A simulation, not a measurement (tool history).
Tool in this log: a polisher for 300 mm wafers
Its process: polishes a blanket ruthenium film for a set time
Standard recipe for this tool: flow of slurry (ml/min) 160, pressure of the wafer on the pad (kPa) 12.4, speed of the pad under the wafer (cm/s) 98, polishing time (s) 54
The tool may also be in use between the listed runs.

run     day  flow of slurry (ml/min)  pressure of the wafer on the pad (kPa)  speed of the pad under the wafer (cm/s)  polishing time (s)  wafers since the last listed run  wafers polished on this pad  hours since the slurry nozzle was cleaned  hours since the head pressure was calibrated  incoming thickness of the incoming film, nm  film removed (angstrom)
  1   0.000                      160                                    12.4                                       98                  54                                 0                           44                                      170.8                                         188.2                                        579.2                      521
  2   1.883                      160                                    12.4                                       98                  54                               542                          587                                      216.0                                         233.4                                        571.6                      521
  3   3.846                      160                                    12.4                                       98                  54                               565                         1152                                      263.1                                         280.5                                        580.8                      522
  4   7.071                      160                                    12.4                                       98                  54                               929                         2082                                      340.5                                         357.9                                        581.6                      518
  5   9.779                      160                                    12.4                                       98                  54                               780                         2862                                      405.5                                         422.9                                        569.1                      513
  6  13.100                      160                                    12.4                                       98                  54                               957                         3819                                      485.2                                         502.6                                        576.4                      507
     13.429  -- slurry nozzle cleaned
  7  17.504                      160                                    12.4                                       98                  54                              1257                         5077                                       97.8                                         608.3                                        577.8                      503
     19.825  -- worn pad replaced by a new one
  8  20.233                      160                                    12.4                                       98                  54                               738                          117                                      163.3                                         673.8                                        579.2                      521
  9  23.775                      160                                    15.2                                       98                  54                              1020                         1138                                      248.3                                         758.8                                        585.0                      631
     25.492  -- head pressure recalibrated
 10  27.233                      160                                    15.2                                       98                  54                               972                         2110                                      331.3                                          41.8                                        573.6                      631
 11  30.179                      160                                    15.2                                       98                  54                               849                         2959                                      402.0                                         112.5                                        572.2                      611
 12  32.054                      160                                    12.4                                       98                  54                               540                         3500                                      447.0                                         157.5                                        584.9                      511
     32.421  -- slurry nozzle cleaned
 13  34.254                      195                                    12.4                                       98                  54                               622                         4122                                       44.0                                         210.3                                        576.3                      511
 14  37.067                      195                                    12.4                                       98                  54                               810                         4932                                      111.5                                         277.8                                        579.5                      511
     39.275  -- worn pad replaced by a new one
 15  39.346                      195                                    12.4                                       98                  54                               608                           20                                      166.2                                         332.5                                        590.8                      540
 16  41.717                      160                                    12.4                                       98                  54                               683                          704                                      223.1                                         389.4                                        576.3                      505
 17  43.762                      175                                    13.8                                       88                  54                               589                         1293                                      272.2                                         438.5                                        580.7                      514
 18  48.158                      115                                     9.0                                       70                  60                              1266                         2560                                      377.7                                         544.0                                        576.9                      278
     51.512  -- slurry nozzle cleaned
 19  51.825                      160                                    12.4                                       98                  54                              1044                         3605                                        7.5                                         632.0                                        587.3                      492
 20  54.379                      110                                    12.4                                       98                  54                               736                         4341                                       68.8                                         693.3                                        575.1                      476
     57.433  -- worn pad replaced by a new one
     58.442  -- head pressure recalibrated
 21  62.046                      115                                    12.4                                       98                  54                              2137                         1305                                      252.8                                          86.5                                        580.8                      498
 22  65.717                      160                                    12.4                                       98                  54                              1057                         2363                                      340.9                                         174.6                                        587.8                      512
 23  67.742                      140                                    12.4                                       98                  54                               583                         2947                                      389.5                                         223.2                                        581.9                      507
 24  69.967                      130                                    15.9                                      110                  70                               641                         3588                                      442.9                                         276.6                                        567.9                      905
     72.775  -- slurry nozzle cleaned
 25  73.525                      210                                    12.4                                       98                  68                              1013                         4602                                       18.0                                         362.0                                        581.0                      652
 26  76.738                      160                                    12.4                                       98                  54                               925                         5528                                       95.1                                         439.1                                        584.9                      493
     78.346  -- worn pad replaced by a new one
 27  80.304                      210                                    11.0                                      124                  54                               979                          563                                      180.7                                         524.7                                        579.5                      600
 28  82.192                      160                                    12.4                                       98                  54                               543                         1107                                      226.0                                         570.0                                        568.7                      516
 29  84.958                      160                                    12.4                                      126                  54                               797                         1905                                      292.4                                         636.4                                        585.0                      663
 30  88.642                      160                                     8.3                                       68                  54                              1061                         2966                                      380.8                                         724.8                                        568.4                      236
 31  90.767                      160                                    12.4                                       98                  71                               612                         3579                                      431.8                                         775.8                                        581.1                      666
     92.562  -- slurry nozzle cleaned
 32  94.975                      160                                    12.4                                       98                  54                              1200                         4780                                       57.9                                         876.8                                        579.5                      510

Take each entry between the runs: how does the hidden state at the last listed run before it differ from the hidden state at the first listed run after it?
In the gap between runs 6 and 7: slurry nozzle cleaned (day 13.429)
  removal rate lost through wear of the pad, %: 3.69 -> 4.88
  difference, measured minus the result without the unlogged condition, film removed (angstrom): -20 -> -25
In the gap between runs 7 and 8: worn pad replaced by a new one (day 19.825)
  removal rate lost through wear of the pad, %: 4.88 -> 0.21
  difference, measured minus the result without the unlogged condition, film removed (angstrom): -25 -> -1
In the gap between runs 9 and 10: head pressure recalibrated (day 25.492)
  removal rate lost through wear of the pad, %: 1.17 -> 2.11
  difference, measured minus the result without the unlogged condition, film removed (angstrom): -8 -> -13
In the gap between runs 12 and 13: slurry nozzle cleaned (day 32.421)
  removal rate lost through wear of the pad, %: 3.42 -> 4.02
  difference, measured minus the result without the unlogged condition, film removed (angstrom): -18 -> -21
In the gap between runs 14 and 15: worn pad replaced by a new one (day 39.275)
  removal rate lost through wear of the pad, %: 4.78 -> 0.682
  difference, measured minus the result without the unlogged condition, film removed (angstrom): -26 -> -3
In the gap between runs 18 and 19: slurry nozzle cleaned (day 51.512)
  removal rate lost through wear of the pad, %: 3.07 -> 4.07
  difference, measured minus the result without the unlogged condition, film removed (angstrom): -9 -> -20
In the gap between runs 20 and 21: worn pad replaced by a new one (day 57.433); head pressure recalibrated (day 58.442)
  removal rate lost through wear of the pad, %: 4.76 -> 1.76
  difference, measured minus the result without the unlogged condition, film removed (angstrom): -24 -> -9
In the gap between runs 24 and 25: slurry nozzle cleaned (day 72.775)
  removal rate lost through wear of the pad, %: 3.91 -> 4.88
  difference, measured minus the result without the unlogged condition, film removed (angstrom): -37 -> -34
In the gap between runs 26 and 27: worn pad replaced by a new one (day 78.346)
  removal rate lost through wear of the pad, %: 5.75 -> 0.681
  difference, measured minus the result without the unlogged condition, film removed (angstrom): -31 -> -5
In the gap between runs 31 and 32: slurry nozzle cleaned (day 92.562)
  removal rate lost through wear of the pad, %: 3.52 -> 4.66
  difference, measured minus the result without the unlogged condition, film removed (angstrom): -24 -> -25
